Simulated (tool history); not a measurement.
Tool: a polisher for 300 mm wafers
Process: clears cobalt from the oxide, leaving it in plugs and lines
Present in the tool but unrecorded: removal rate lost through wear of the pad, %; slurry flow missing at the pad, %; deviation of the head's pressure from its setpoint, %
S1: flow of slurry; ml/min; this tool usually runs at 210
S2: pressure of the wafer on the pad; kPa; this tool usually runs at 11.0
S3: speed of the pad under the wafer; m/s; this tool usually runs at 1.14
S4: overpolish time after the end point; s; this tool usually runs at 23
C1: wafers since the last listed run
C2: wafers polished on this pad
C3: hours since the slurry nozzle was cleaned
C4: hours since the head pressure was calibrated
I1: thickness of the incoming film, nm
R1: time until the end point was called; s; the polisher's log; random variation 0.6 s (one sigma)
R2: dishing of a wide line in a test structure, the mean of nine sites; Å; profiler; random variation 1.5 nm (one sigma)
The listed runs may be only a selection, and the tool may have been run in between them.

run 1 hour=0.0 | S1=210 S2=11.0 S3=1.14 S4=23 | C1=0 C2=1623 C3=734.2 C4=165.4 | I1=265.4 | R1=64.7 R2=624
run 2 hour=44.0 | S1=210 S2=9.0 S3=1.14 S4=23 | C1=371 C2=1994 C3=778.2 C4=209.4 | I1=267.7 | R1=80.2 R2=561
-- hour=48.4 slurry nozzle cleaned
run 3 hour=68.3 | S1=210 S2=9.0 S3=1.14 S4=23 | C1=196 C2=2191 C3=19.9 C4=233.7 | I1=270.3 | R1=80.4 R2=540
run 4 hour=120.1 | S1=210 S2=11.0 S3=1.14 S4=23 | C1=437 C2=2628 C3=71.7 C4=285.5 | I1=266.2 | R1=65.1 R2=591
run 5 hour=172.6 | S1=210 S2=11.0 S3=1.14 S4=23 | C1=443 C2=3072 C3=124.2 C4=338.0 | I1=268.0 | R1=64.9 R2=633
-- hour=179.3 worn pad replaced by a new one
run 6 hour=197.7 | S1=210 S2=11.0 S3=1.14 S4=23 | C1=178 C2=155 C3=149.3 C4=363.1 | I1=269.9 | R1=65.5 R2=617
run 7 hour=250.7 | S1=210 S2=11.0 S3=1.14 S4=23 | C1=447 C2=603 C3=202.3 C4=416.1 | I1=269.8 | R1=65.1 R2=594
run 8 hour=301.3 | S1=210 S2=11.0 S3=1.14 S4=23 | C1=427 C2=1030 C3=252.9 C4=466.7 | I1=266.8 | R1=65.3 R2=606
run 9 hour=372.6 | S1=210 S2=11.0 S3=1.14 S4=23 | C1=602 C2=1632 C3=324.2 C4=538.0 | I1=270.4 | R1=65.9 R2=618
run 10 hour=410.9 | S1=210 S2=11.0 S3=1.14 S4=23 | C1=323 C2=1956 C3=362.5 C4=576.3 | I1=270.0 | R1=66.0 R2=637
run 11 hour=438.8 | S1=210 S2=11.0 S3=1.22 S4=23 | C1=235 C2=2191 C3=390.4 C4=604.2 | I1=269.2 | R1=61.3 R2=635
run 12 hour=502.5 | S1=210 S2=9.0 S3=0.84 S4=23 | C1=537 C2=2729 C3=454.1 C4=667.9 | I1=270.9 | R1=109.3 R2=451
run 13 hour=549.1 | S1=235 S2=14.5 S3=0.78 S4=17 | C1=393 C2=3123 C3=500.7 C4=714.5 | I1=265.3 | R1=70.4 R2=492
run 14 hour=597.3 | S1=210 S2=11.0 S3=1.46 S4=13 | C1=407 C2=3530 C3=548.9 C4=762.7 | I1=272.7 | R1=52.2 R2=512
-- hour=628.0 worn pad replaced by a new one
run 15 hour=628.5 | S1=210 S2=11.0 S3=1.38 S4=28 | C1=229 C2=4 C3=580.1 C4=793.9 | I1=275.8 | R1=55.5 R2=693
run 16 hour=658.8 | S1=210 S2=11.0 S3=1.14 S4=33 | C1=255 C2=260 C3=610.4 C4=824.2 | I1=270.6 | R1=64.6 R2=710
run 17 hour=719.6 | S1=210 S2=11.0 S3=1.14 S4=23 | C1=513 C2=773 C3=671.2 C4=885.0 | I1=268.6 | R1=65.1 R2=581
run 18 hour=787.3 | S1=210 S2=9.0 S3=1.14 S4=12 | C1=571 C2=1345 C3=738.9 C4=952.7 | I1=272.4 | R1=81.4 R2=348
-- hour=813.2 slurry nozzle cleaned
run 19 hour=834.6 | S1=210 S2=11.0 S3=1.28 S4=23 | C1=391 C2=1736 C3=21.4 C4=1000.0 | I1=267.9 | R1=58.0 R2=633
run 20 hour=896.4 | S1=210 S2=11.0 S3=1.14 S4=23 | C1=521 C2=2258 C3=83.2 C4=1061.8 | I1=272.6 | R1=65.6 R2=627
run 21 hour=940.0 | S1=175 S2=9.7 S3=1.14 S4=23 | C1=368 C2=2626 C3=126.8 C4=1105.4 | I1=272.7 | R1=76.9 R2=572
-- hour=981.3 head pressure recalibrated
run 22 hour=996.4 | S1=210 S2=11.0 S3=1.14 S4=13 | C1=459 C2=3086 C3=183.2 C4=15.1 | I1=273.0 | R1=65.5 R2=422
-- hour=1026.3 worn pad replaced by a new one
run 23 hour=1034.1 | S1=210 S2=12.4 S3=1.14 S4=15 | C1=284 C2=65 C3=220.9 C4=52.8 | I1=275.5 | R1=59.6 R2=509
run 24 hour=1072.2 | S1=210 S2=11.0 S3=1.14 S4=23 | C1=321 C2=387 C3=259.0 C4=90.9 | I1=269.2 | R1=65.9 R2=585
run 25 hour=1128.9 | S1=210 S2=7.6 S3=1.32 S4=18 | C1=478 C2=866 C3=315.7 C4=147.6 | I1=267.3 | R1=82.2 R2=462
run 26 hour=1154.8 | S1=165 S2=12.4 S3=1.14 S4=32 | C1=218 C2=1085 C3=341.6 C4=173.5 | I1=270.8 | R1=61.0 R2=732
run 27 hour=1222.7 | S1=210 S2=11.0 S3=1.14 S4=23 | C1=573 C2=1658 C3=409.5 C4=241.4 | I1=270.9 | R1=65.8 R2=598
run 28 hour=1265.2 | S1=210 S2=11.0 S3=1.14 S4=34 | C1=358 C2=2017 C3=452.0 C4=283.9 | I1=274.3 | R1=67.5 R2=759
run 29 hour=1323.5 | S1=210 S2=11.0 S3=1.40 S4=23 | C1=492 C2=2510 C3=510.3 C4=342.2 | I1=273.4 | R1=53.7 R2=674
run 30 hour=1349.9 | S1=210 S2=9.7 S3=1.14 S4=31 | C1=222 C2=2732 C3=536.7 C4=368.6 | I1=267.9 | R1=74.1 R2=690
run 31 hour=1379.6 | S1=210 S2=11.0 S3=1.14 S4=23 | C1=250 C2=2983 C3=566.4 C4=398.3 | I1=267.0 | R1=65.9 R2=616
run 32 hour=1449.7 | S1=210 S2=11.0 S3=1.14 S4=23 | C1=591 C2=3575 C3=636.5 C4=468.4 | I1=275.6 | R1=65.9 R2=583
-- hour=1480.0 worn pad replaced by a new one
run 33 hour=1486.6 | S1=210 S2=9.7 S3=1.50 S4=36 | C1=277 C2=56 C3=673.4 C4=505.3 | I1=274.6 | R1=58.1 R2=783
run 34 hour=1523.6 | S1=235 S2=11.0 S3=1.14 S4=9 | C1=312 C2=368 C3=710.4 C4=542.3 | I1=268.6 | R1=65.7 R2=332
run 35 hour=1587.6 | S1=160 S2=9.7 S3=1.32 S4=28 | C1=540 C2=909 C3=774.4 C4=606.3 | I1=271.8 | R1=67.8 R2=632

Forecast each of these 4 alternatives for the next run:
run A hour=1588.1 | S1=260 S2=11.0 S3=1.14 S4=23 | C1=4 C2=913 C3=774.9 C4=606.8 | I1=273.2 | R1=? R2=?
run B hour=1588.1 | S1=145 S2=11.0 S3=1.14 S4=23 | C1=4 C2=913 C3=774.9 C4=606.8 | I1=273.2 | R1=? R2=?
run C hour=1588.1 | S1=210 S2=11.0 S3=1.14 S4=18 | C1=4 C2=913 C3=774.9 C4=606.8 | I1=273.2 | R1=? R2=?
run D hour=1588.1 | S1=190 S2=13.1 S3=1.28 S4=32 | C1=4 C2=913 C3=774.9 C4=606.8 | I1=273.2 | R1=? R2=?

run=A R1=65.6 R2=641
run=B R1=70.1 R2=617
run=C R1=67.0 R2=547
run=D R1=50.8 R2=823
Without the tool's unlogged condition, the same runs would have read:
run=A R1=65.6 R2=641
run=B R1=70.1 R2=617
run=C R1=67.0 R2=547
run=D R1=50.8 R2=823
